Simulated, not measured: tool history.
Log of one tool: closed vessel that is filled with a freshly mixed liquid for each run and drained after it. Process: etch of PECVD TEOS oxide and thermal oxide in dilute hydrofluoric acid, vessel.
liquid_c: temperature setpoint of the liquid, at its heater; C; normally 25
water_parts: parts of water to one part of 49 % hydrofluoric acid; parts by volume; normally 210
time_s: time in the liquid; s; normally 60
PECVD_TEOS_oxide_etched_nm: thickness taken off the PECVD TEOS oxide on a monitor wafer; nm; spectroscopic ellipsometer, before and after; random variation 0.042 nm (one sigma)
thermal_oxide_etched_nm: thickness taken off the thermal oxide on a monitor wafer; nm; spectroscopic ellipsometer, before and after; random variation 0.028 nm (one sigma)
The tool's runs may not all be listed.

| run | hour | liquid_c | water_parts | time_s | read-back film thickness of the PECVD TEOS oxide reference wafer, read on the same gauge (nm) | read-back film thickness of the thermal oxide reference wafer, read on the same gauge (nm) | PECVD_TEOS_oxide_etched_nm | thermal_oxide_etched_nm |
|---|---|---|---|---|---|---|---|---|
| 1 | 0 | 25 | 210 | 60 | 59.98 | 130.024 | 8.53 | 1.267 |
| 2 | 6.6 | 25 | 210 | 60 | 60 | 129.997 | 8.48 | 1.246 |
| 3 | 13.3 | 25 | 210 | 60 | 60.03 | 129.974 | 8.58 | 1.197 |
| 4 | 29.8 | 25 | 210 | 80 | 59.98 | 129.991 | 11.43 | 1.67 |
| 5 | 42.4 | 25 | 210 | 60 | 60.03 | 129.998 | 8.58 | 1.212 |
| 6 | 48.9 | 25 | 210 | 60 | 60.01 | 129.963 | 8.66 | 1.285 |
| 7 | 64.2 | 25 | 210 | 60 | 60.03 | 129.972 | 8.69 | 1.257 |
| 8 | 75.3 | 25 | 210 | 60 | 59.97 | 130.031 | 8.69 | 1.25 |
| 9 | 92.1 | 21 | 210 | 60 | 60.02 | 130.031 | 7.48 | 1.069 |
| 10 | 98.5 | 25 | 210 | 60 | 59.99 | 130.01 | 8.71 | 1.284 |
|  | 105.5 | thermometer replaced |
| 11 | 115.7 | 25 | 210 | 60 | 60 | 130.019 | 8.13 | 1.163 |
| 12 | 124.1 | 21 | 250 | 35 | 59.99 | 130.002 | 3.33 | 0.492 |
|  | 137.7 | gauge calibrated |
|  | 138.1 | hydrofluoric acid flow meter replaced |
| 13 | 141 | 23.5 | 245 | 60 | 59.98 | 130.008 | 6.35 | 0.949 |
| 14 | 147.9 | 25 | 210 | 60 | 60.02 | 129.974 | 8.11 | 1.153 |
| 15 | 157.1 | 21 | 115 | 85 | 59.97 | 130.021 | 20.18 | 2.99 |
| 16 | 167.6 | 25 | 210 | 60 | 60.02 | 129.996 | 8.13 | 1.148 |
| 17 | 175.5 | 25 | 290 | 90 | 60 | 129.981 | 8.18 | 1.215 |
| 18 | 185.5 | 25 | 210 | 30 | 59.98 | 129.973 | 4.14 | 0.602 |
| 19 | 196 | 22 | 210 | 95 | 59.98 | 129.991 | 11.74 | 1.677 |
| 20 | 202.3 | 29.5 | 210 | 80 | 60 | 129.995 | 12.93 | 1.836 |
| 21 | 239.5 | 25 | 300 | 30 | 60.01 | 129.963 | 2.65 | 0.374 |
| 22 | 246.9 | 22 | 180 | 50 | 59.96 | 129.998 | 7.42 | 1.078 |
| 23 | 259.3 | 28.5 | 245 | 80 | 60.01 | 130.016 | 10.31 | 1.506 |

Below are 5 alternative next runs, each starting from the tool's condition after run 23. Predict each:
| A | 260 | 25 | 110 | 60 | ? | ? | ? | ? |
| B | 260 | 25 | 285 | 50 | ? | ? | ? | ? |
| C | 260 | 22.5 | 245 | 45 | ? | ? | ? | ? |
| D | 260 | 25 | 110 | 30 | ? | ? | ? | ? |
| E | 260 | 25 | 150 | 60 | ? | ? | ? | ? |

| run | read-back film thickness of the PECVD TEOS oxide reference wafer, read on the same gauge (nm) | read-back film thickness of the thermal oxide reference wafer, read on the same gauge (nm) | PECVD_TEOS_oxide_etched_nm | thermal_oxide_etched_nm |
|---|---|---|---|---|
| A | 59.99 | 130.016 | 18 | 2.559 |
| B | 59.99 | 130.016 | 4.75 | 0.675 |
| C | 59.99 | 130.016 | 4.74 | 0.674 |
| D | 59.99 | 130.016 | 9 | 1.28 |
| E | 59.99 | 130.016 | 12.57 | 1.787 |
Take away the tool's hidden state, keep each run's random variation, and the runs would have read:
| run | PECVD_TEOS_oxide_etched_nm | thermal_oxide_etched_nm |
|---|---|---|
| A | 17.36 | 2.469 |
| B | 4.6 | 0.654 |
| C | 4.58 | 0.652 |
| D | 8.68 | 1.234 |
| E | 12.13 | 1.725 |

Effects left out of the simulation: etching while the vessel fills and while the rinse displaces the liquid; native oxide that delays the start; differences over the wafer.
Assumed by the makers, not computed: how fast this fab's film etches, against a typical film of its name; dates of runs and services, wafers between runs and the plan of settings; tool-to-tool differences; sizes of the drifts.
